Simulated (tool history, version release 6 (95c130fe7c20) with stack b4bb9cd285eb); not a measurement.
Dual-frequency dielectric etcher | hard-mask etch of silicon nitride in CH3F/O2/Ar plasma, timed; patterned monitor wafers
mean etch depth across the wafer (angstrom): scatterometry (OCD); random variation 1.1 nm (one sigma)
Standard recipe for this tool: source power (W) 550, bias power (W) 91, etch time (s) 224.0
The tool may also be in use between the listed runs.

run   hour  source power (W)  bias power (W)  etch time (s)  read-back reference wafer on the same gauge, depth_nm  mean etch depth across the wafer (angstrom)
  1    0.0               550              91          224.0                                                  241.5                                         1985
  2   44.9               550              91          224.0                                                  242.1                                         1988
  3   51.2               490              91          224.0                                                  241.9                                         1889
  4   64.6               550              83          224.0                                                  241.9                                         1927
  5   80.7               590              91          181.0                                                  241.6                                         1642
  6   91.3               590              91          181.0                                                  242.1                                         1644
  7  104.1               550              91          247.0                                                  242.0                                         2190
     113.2  -- bias power generator calibrated
     134.6  -- wet clean of the chamber
  8  135.1               550              91          247.0                                                  241.2                                         2313
  9  135.4               590              91          181.0                                                  241.5                                         1743
 10  138.3               480              84          287.0                                                  241.6                                         2469
     143.0  -- gauge calibrated
 11  150.7               550              70          224.0                                                  242.4                                         1946
     171.5  -- source power generator calibrated
     183.1  -- upper electrode replaced
 12  183.6               590              91          181.0                                                  242.0                                         1738
 13  184.0               550              69          224.0                                                  241.7                                         1939
 14  199.6               550              91          267.0                                                  242.1                                         2476
 15  213.8               550              91          205.0                                                  242.2                                         1900
 16  231.0               640              91          257.0                                                  242.5                                         2535
 17  243.9               550              91          224.0                                                  241.9                                         2055

Alternative continuations, all from the tool just after run 17; predict every row:
  A  244.4               550              91          224.0                                                      ?                                            ?
  B  244.4               670              80          191.5                                                      ?                                            ?
  C  244.4               630              91          264.5                                                      ?                                            ?
  D  244.4               660              91          224.0                                                      ?                                            ?
  E  244.4               630             101          255.5                                                      ?                                            ?

run  read-back reference wafer on the same gauge, depth_nm  mean etch depth across the wafer (angstrom)
  A                                                  241.9                                         2074
  B                                                  241.9                                         1862
  C                                                  241.9                                         2591
  D                                                  241.9                                         2237
  E                                                  241.9                                         2573
Without the tool's hidden state the same runs would have given:
run  mean etch depth across the wafer (angstrom)
  A                                         2092
  B                                         1879
  C                                         2614
  D                                         2256
  E                                         2596

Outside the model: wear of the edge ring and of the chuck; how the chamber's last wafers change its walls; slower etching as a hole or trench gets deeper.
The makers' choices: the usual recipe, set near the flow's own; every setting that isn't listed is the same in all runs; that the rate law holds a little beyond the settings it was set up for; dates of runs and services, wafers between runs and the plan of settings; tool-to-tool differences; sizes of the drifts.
